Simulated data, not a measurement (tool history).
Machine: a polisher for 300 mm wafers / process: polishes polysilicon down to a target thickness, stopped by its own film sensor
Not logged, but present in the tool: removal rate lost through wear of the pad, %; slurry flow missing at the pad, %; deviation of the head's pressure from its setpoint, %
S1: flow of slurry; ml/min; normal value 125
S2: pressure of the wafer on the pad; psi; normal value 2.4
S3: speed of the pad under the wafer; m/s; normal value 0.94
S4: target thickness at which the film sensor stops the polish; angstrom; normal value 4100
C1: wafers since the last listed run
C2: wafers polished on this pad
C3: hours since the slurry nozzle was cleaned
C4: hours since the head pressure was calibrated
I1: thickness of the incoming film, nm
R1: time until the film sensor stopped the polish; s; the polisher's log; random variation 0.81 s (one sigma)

run 1 hour=0.0 | S1=125 S2=2.4 S3=0.94 S4=4100 | C1=0 C2=1142 C3=532.7 C4=317.0 | I1=713.8 | R1=49.1
-- hour=24.9 worn pad replaced by a new one
run 2 hour=25.4 | S1=125 S2=2.4 S3=0.94 S4=4100 | C1=290 C2=6 C3=558.1 C4=342.4 | I1=725.8 | R1=51.3
run 3 hour=48.7 | S1=125 S2=2.4 S3=0.94 S4=4100 | C1=316 C2=323 C3=581.4 C4=365.7 | I1=719.2 | R1=48.8
run 4 hour=66.1 | S1=125 S2=2.4 S3=0.94 S4=4100 | C1=236 C2=559 C3=598.8 C4=383.1 | I1=720.1 | R1=48.9
run 5 hour=98.8 | S1=125 S2=2.4 S3=0.94 S4=4100 | C1=444 C2=1004 C3=631.5 C4=415.8 | I1=729.5 | R1=52.2
run 6 hour=126.3 | S1=125 S2=2.4 S3=0.94 S4=4100 | C1=373 C2=1378 C3=659.0 C4=443.3 | I1=716.6 | R1=48.5
-- hour=142.0 worn pad replaced by a new one, of another model than before
-- hour=216.1 slurry nozzle cleaned
run 7 hour=228.6 | S1=90 S2=2.4 S3=1.06 S4=4100 | C1=1323 C2=1163 C3=12.5 C4=545.6 | I1=725.0 | R1=43.7
run 8 hour=249.4 | S1=90 S2=2.4 S3=1.06 S4=4100 | C1=282 C2=1446 C3=33.3 C4=566.4 | I1=717.7 | R1=43.4
-- hour=255.4 worn pad replaced by a new one
run 9 hour=273.8 | S1=145 S2=1.7 S3=0.78 S4=3690 | C1=277 C2=250 C3=57.7 C4=590.8 | I1=710.9 | R1=61.0
-- hour=297.5 head pressure recalibrated
run 10 hour=300.2 | S1=90 S2=2.7 S3=0.94 S4=4480 | C1=331 C2=582 C3=84.1 C4=2.7 | I1=721.6 | R1=40.0
run 11 hour=327.8 | S1=125 S2=2.4 S3=0.94 S4=4100 | C1=375 C2=957 C3=111.7 C4=30.3 | I1=727.2 | R1=47.6
run 12 hour=358.7 | S1=140 S2=2.4 S3=1.10 S4=4100 | C1=420 C2=1377 C3=142.6 C4=61.2 | I1=714.6 | R1=39.2
-- hour=368.3 worn pad replaced by a new one
run 13 hour=381.8 | S1=110 S2=2.7 S3=0.94 S4=3090 | C1=259 C2=183 C3=165.7 C4=84.3 | I1=725.2 | R1=58.8
run 14 hour=416.4 | S1=115 S2=2.4 S3=1.10 S4=3670 | C1=470 C2=653 C3=200.3 C4=118.9 | I1=720.7 | R1=46.4

Predict the results of run 15:
run 15 hour=439.9 | S1=155 S2=2.4 S3=1.22 S4=4740 | C1=319 C2=973 C3=223.8 C4=142.4 | I1=734.0 | R1=?

R1: 29.7 s
Had the tool carried no hidden state, the very same run would have given R1 28.1 s.

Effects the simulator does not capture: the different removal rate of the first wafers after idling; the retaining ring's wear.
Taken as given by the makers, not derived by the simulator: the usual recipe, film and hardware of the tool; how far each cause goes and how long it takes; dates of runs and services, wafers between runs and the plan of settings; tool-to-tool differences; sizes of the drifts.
